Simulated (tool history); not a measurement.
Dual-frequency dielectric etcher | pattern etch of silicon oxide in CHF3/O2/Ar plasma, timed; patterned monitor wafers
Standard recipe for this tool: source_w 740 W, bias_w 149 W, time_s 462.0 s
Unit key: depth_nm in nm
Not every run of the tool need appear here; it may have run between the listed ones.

run   hour  source_w  bias_w  time_s  wafers since the last listed run  hours since the last wet clean  hours since the last source power generator calibration  hours since the last bias power generator calibration  hours since the last upper electrode change  hours since the gauge calibration  read-back reference wafer on the same gauge, depth_nm  depth_nm
  1    0.0       610     149   369.5                                 0                           279.7                                                   4557.8                                                 2278.2                                       4098.7                              155.3                                                 1025.6     626.0
  2   18.9       610     149   369.5                                81                           298.6                                                   4576.7                                                 2297.1                                       4117.6                              174.2                                                 1023.8     624.3
  3   30.9       740     169   462.0                                51                           310.6                                                   4588.7                                                 2309.1                                       4129.6                              186.2                                                 1025.0     863.3
  4   45.0       740     169   462.0                                60                           324.7                                                   4602.8                                                 2323.2                                       4143.7                              200.3                                                 1025.6     862.6
  5   57.5       740     169   462.0                                53                           337.2                                                   4615.3                                                 2335.7                                       4156.2                              212.8                                                 1023.8     855.5
  6   68.2       740     167   462.0                                46                           347.9                                                   4626.0                                                 2346.4                                       4166.9                              223.5                                                 1027.0     847.6
      80.5  -- bias power generator calibrated
  7   81.0       740     149   462.0                                37                           360.7                                                   4638.8                                                    0.5                                       4179.7                              236.3                                                 1024.7     827.5
  8   89.6       740     149   462.0                                37                           369.3                                                   4647.4                                                    9.1                                       4188.3                              244.9                                                 1024.8     832.8
  9   96.7       740     149   462.0                                30                           376.4                                                   4654.5                                                   16.2                                       4195.4                              252.0                                                 1025.8     828.2
      97.8  -- gauge calibrated
 10  106.8       740     149   462.0                                43                           386.5                                                   4664.6                                                   26.3                                       4205.5                                9.0                                                 1026.5     828.3
     141.3  -- upper electrode replaced, of another model than before
 11  141.8       740     149   559.5                                47                           421.5                                                   4699.6                                                   61.3                                          0.5                               44.0                                                 1025.8     990.9
     159.4  -- source power generator calibrated
 12  159.9       740     149   559.5                                60                           439.6                                                      0.5                                                   79.4                                         18.6                               62.1                                                 1024.5     988.7
 13  169.5       740     149   462.0                                41                           449.2                                                     10.1                                                   89.0                                         28.2                               71.7                                                 1027.2     814.2
     201.6  -- wet clean of the chamber
 14  202.1       810     149   361.0                                37                             0.5                                                     42.7                                                  121.6                                         60.8                              104.3                                                 1023.2     685.8
 15  202.6       560     149   462.0                                 2                             1.0                                                     43.2                                                  122.1                                         61.3                              104.8                                                 1026.3     804.0
 16  210.5       880     182   363.5                                34                             8.9                                                     51.1                                                  130.0                                         69.2                              112.7                                                 1026.0     761.6
 17  221.6       830     149   462.0                                47                            20.0                                                     62.2                                                  141.1                                         80.3                              123.8                                                 1025.6     883.0
 18  230.6       680     149   462.0                                38                            29.0                                                     71.2                                                  150.1                                         89.3                              132.8                                                 1026.5     844.3
 19  240.8       740     149   462.0                                44                            39.2                                                     81.4                                                  160.3                                         99.5                              143.0                                                 1026.4     857.1
 20  248.6       610     149   385.0                                33                            47.0                                                     89.2                                                  168.1                                        107.3                              150.8                                                 1026.5     682.3
 21  262.2       840     168   462.0                                58                            60.6                                                    102.8                                                  181.7                                        120.9                              164.4                                                 1026.3     913.7

Predict each of these 4 candidate next runs independently; none follows another, all start after run 21:
  A  262.7       740     149   462.0                                 2                            61.1                                                    103.3                                                  182.2                                        121.4                              164.9                                                      ?         ?
  B  262.7       880     149   379.5                                 2                            61.1                                                    103.3                                                  182.2                                        121.4                              164.9                                                      ?         ?
  C  262.7       630     167   531.0                                 2                            61.1                                                    103.3                                                  182.2                                        121.4                              164.9                                                      ?         ?
  D  262.7       860     149   514.0                                 2                            61.1                                                    103.3                                                  182.2                                        121.4                              164.9                                                      ?         ?

run  read-back reference wafer on the same gauge, depth_nm  depth_nm
  A                                                 1025.7     858.0
  B                                                 1025.7     735.7
  C                                                 1025.7     991.8
  D                                                 1025.7     990.7
The same runs, with their run-to-run variation unchanged, on a tool lacking any hidden condition would have given:
run  depth_nm
  A     866.1
  B     742.7
  C    1001.2
  D    1000.0
